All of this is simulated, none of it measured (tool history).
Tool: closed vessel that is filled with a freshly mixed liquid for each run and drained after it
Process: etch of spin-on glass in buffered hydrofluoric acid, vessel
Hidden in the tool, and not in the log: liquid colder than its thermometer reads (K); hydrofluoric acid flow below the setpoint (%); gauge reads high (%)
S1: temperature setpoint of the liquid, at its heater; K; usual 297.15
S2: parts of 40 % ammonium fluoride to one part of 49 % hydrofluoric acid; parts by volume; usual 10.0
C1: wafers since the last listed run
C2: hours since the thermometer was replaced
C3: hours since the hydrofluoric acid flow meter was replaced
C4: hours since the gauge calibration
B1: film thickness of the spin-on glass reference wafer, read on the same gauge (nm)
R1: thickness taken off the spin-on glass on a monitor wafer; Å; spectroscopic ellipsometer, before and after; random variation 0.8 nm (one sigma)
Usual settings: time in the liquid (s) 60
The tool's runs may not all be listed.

{"run": 1, "hour": 0.0, "S1": 297.15, "S2": 10.0, "time in the liquid (s)": 60, "C1": 0, "C2": 350.9, "C3": 2389.2, "C4": 564.0, "B1": 90.03, "R1": 1513.3}
{"hour": 10.0, "done": "gauge calibrated"}
{"run": 2, "hour": 10.9, "S1": 297.15, "S2": 10.0, "time in the liquid (s)": 60, "C1": 728, "C2": 361.8, "C3": 2400.1, "C4": 0.9, "B1": 90.0, "R1": 1511.2}
{"run": 3, "hour": 20.5, "S1": 297.15, "S2": 10.0, "time in the liquid (s)": 60, "C1": 641, "C2": 371.4, "C3": 2409.7, "C4": 10.5, "B1": 90.0, "R1": 1508.7}
{"run": 4, "hour": 30.9, "S1": 297.15, "S2": 10.0, "time in the liquid (s)": 60, "C1": 694, "C2": 381.8, "C3": 2420.1, "C4": 20.9, "B1": 90.01, "R1": 1485.1}
{"run": 5, "hour": 46.5, "S1": 297.15, "S2": 10.0, "time in the liquid (s)": 60, "C1": 1041, "C2": 397.4, "C3": 2435.7, "C4": 36.5, "B1": 90.02, "R1": 1505.8}
{"run": 6, "hour": 62.6, "S1": 297.15, "S2": 10.0, "time in the liquid (s)": 60, "C1": 1075, "C2": 413.5, "C3": 2451.8, "C4": 52.6, "B1": 90.02, "R1": 1510.4}
{"run": 7, "hour": 84.2, "S1": 297.15, "S2": 10.0, "time in the liquid (s)": 60, "C1": 1442, "C2": 435.1, "C3": 2473.4, "C4": 74.2, "B1": 89.99, "R1": 1519.4}
{"run": 8, "hour": 99.8, "S1": 297.15, "S2": 11.5, "time in the liquid (s)": 70, "C1": 1041, "C2": 450.7, "C3": 2489.0, "C4": 89.8, "B1": 90.01, "R1": 1528.1}
{"run": 9, "hour": 106.9, "S1": 297.15, "S2": 10.0, "time in the liquid (s)": 60, "C1": 474, "C2": 457.8, "C3": 2496.1, "C4": 96.9, "B1": 90.0, "R1": 1502.5}
{"run": 10, "hour": 115.5, "S1": 300.15, "S2": 10.0, "time in the liquid (s)": 30, "C1": 574, "C2": 466.4, "C3": 2504.7, "C4": 105.5, "B1": 89.97, "R1": 881.9}
{"run": 11, "hour": 133.1, "S1": 300.15, "S2": 8.0, "time in the liquid (s)": 45, "C1": 1175, "C2": 484.0, "C3": 2522.3, "C4": 123.1, "B1": 89.99, "R1": 1619.1}
{"run": 12, "hour": 149.9, "S1": 295.15, "S2": 9.0, "time in the liquid (s)": 45, "C1": 1122, "C2": 500.8, "C3": 2539.1, "C4": 139.9, "B1": 90.01, "R1": 1082.0}
{"run": 13, "hour": 158.5, "S1": 301.65, "S2": 13.5, "time in the liquid (s)": 85, "C1": 574, "C2": 509.4, "C3": 2547.7, "C4": 148.5, "B1": 89.99, "R1": 2044.8}
{"run": 14, "hour": 166.8, "S1": 297.15, "S2": 8.5, "time in the liquid (s)": 60, "C1": 554, "C2": 517.7, "C3": 2556.0, "C4": 156.8, "B1": 90.02, "R1": 1716.6}
{"run": 15, "hour": 175.8, "S1": 297.15, "S2": 6.0, "time in the liquid (s)": 60, "C1": 601, "C2": 526.7, "C3": 2565.0, "C4": 165.8, "B1": 90.0, "R1": 2400.3}
{"hour": 186.5, "done": "thermometer replaced"}
{"run": 16, "hour": 187.0, "S1": 295.15, "S2": 9.0, "time in the liquid (s)": 45, "C1": 681, "C2": 0.5, "C3": 2576.2, "C4": 177.0, "B1": 89.98, "R1": 1083.6}
{"run": 17, "hour": 194.1, "S1": 297.15, "S2": 10.0, "time in the liquid (s)": 75, "C1": 474, "C2": 7.6, "C3": 2583.3, "C4": 184.1, "B1": 89.99, "R1": 1883.2}
{"run": 18, "hour": 210.7, "S1": 297.15, "S2": 10.0, "time in the liquid (s)": 60, "C1": 1108, "C2": 24.2, "C3": 2599.9, "C4": 200.7, "B1": 90.0, "R1": 1515.0}
{"run": 19, "hour": 225.1, "S1": 295.65, "S2": 7.0, "time in the liquid (s)": 60, "C1": 961, "C2": 38.6, "C3": 2614.3, "C4": 215.1, "B1": 89.99, "R1": 1948.1}
{"run": 20, "hour": 234.5, "S1": 297.15, "S2": 10.0, "time in the liquid (s)": 60, "C1": 627, "C2": 48.0, "C3": 2623.7, "C4": 224.5, "B1": 90.03, "R1": 1516.3}
{"run": 21, "hour": 252.4, "S1": 301.65, "S2": 7.0, "time in the liquid (s)": 70, "C1": 1195, "C2": 65.9, "C3": 2641.6, "C4": 242.4, "B1": 89.99, "R1": 3145.7}
{"hour": 255.9, "done": "hydrofluoric acid flow meter replaced"}
{"run": 22, "hour": 265.1, "S1": 301.15, "S2": 7.5, "time in the liquid (s)": 30, "C1": 781, "C2": 78.6, "C3": 9.2, "C4": 255.1, "B1": 90.02, "R1": 1218.1}
{"run": 23, "hour": 280.0, "S1": 297.15, "S2": 10.0, "time in the liquid (s)": 60, "C1": 995, "C2": 93.5, "C3": 24.1, "C4": 270.0, "B1": 89.98, "R1": 1492.4}
{"run": 24, "hour": 287.4, "S1": 293.15, "S2": 13.5, "time in the liquid (s)": 75, "C1": 494, "C2": 100.9, "C3": 31.5, "C4": 277.4, "B1": 90.0, "R1": 1126.3}
{"run": 25, "hour": 295.4, "S1": 297.15, "S2": 8.0, "time in the liquid (s)": 30, "C1": 534, "C2": 108.9, "C3": 39.5, "C4": 285.4, "B1": 89.94, "R1": 910.1}
{"run": 26, "hour": 311.4, "S1": 297.15, "S2": 10.0, "time in the liquid (s)": 60, "C1": 1068, "C2": 124.9, "C3": 55.5, "C4": 301.4, "B1": 90.01, "R1": 1485.1}
{"run": 27, "hour": 323.8, "S1": 295.65, "S2": 12.5, "time in the liquid (s)": 30, "C1": 828, "C2": 137.3, "C3": 67.9, "C4": 313.8, "B1": 90.02, "R1": 561.6}
{"run": 28, "hour": 331.2, "S1": 297.15, "S2": 10.0, "time in the liquid (s)": 60, "C1": 494, "C2": 144.7, "C3": 75.3, "C4": 321.2, "B1": 89.96, "R1": 1498.5}
{"run": 29, "hour": 342.1, "S1": 297.15, "S2": 11.5, "time in the liquid (s)": 60, "C1": 728, "C2": 155.6, "C3": 86.2, "C4": 332.1, "B1": 90.02, "R1": 1318.2}
{"run": 30, "hour": 351.2, "S1": 300.15, "S2": 6.0, "time in the liquid (s)": 60, "C1": 607, "C2": 164.7, "C3": 95.3, "C4": 341.2, "B1": 89.99, "R1": 2844.5}
{"run": 31, "hour": 366.0, "S1": 297.15, "S2": 13.5, "time in the liquid (s)": 60, "C1": 988, "C2": 179.5, "C3": 110.1, "C4": 356.0, "B1": 89.99, "R1": 1127.6}
{"run": 32, "hour": 374.8, "S1": 293.65, "S2": 6.5, "time in the liquid (s)": 60, "C1": 587, "C2": 188.3, "C3": 118.9, "C4": 364.8, "B1": 90.05, "R1": 1865.8}

How the hidden state differs across the entries between the runs, from the last listed run before each to the first after it:
Between runs 1 and 2: gauge calibrated (hour 10.0)
  no hidden state differs between the two runs
Between runs 15 and 16: thermometer replaced (hour 186.5)
  no hidden state differs between the two runs
Between runs 21 and 22: hydrofluoric acid flow meter replaced (hour 255.9)
  no hidden state differs between the two runs

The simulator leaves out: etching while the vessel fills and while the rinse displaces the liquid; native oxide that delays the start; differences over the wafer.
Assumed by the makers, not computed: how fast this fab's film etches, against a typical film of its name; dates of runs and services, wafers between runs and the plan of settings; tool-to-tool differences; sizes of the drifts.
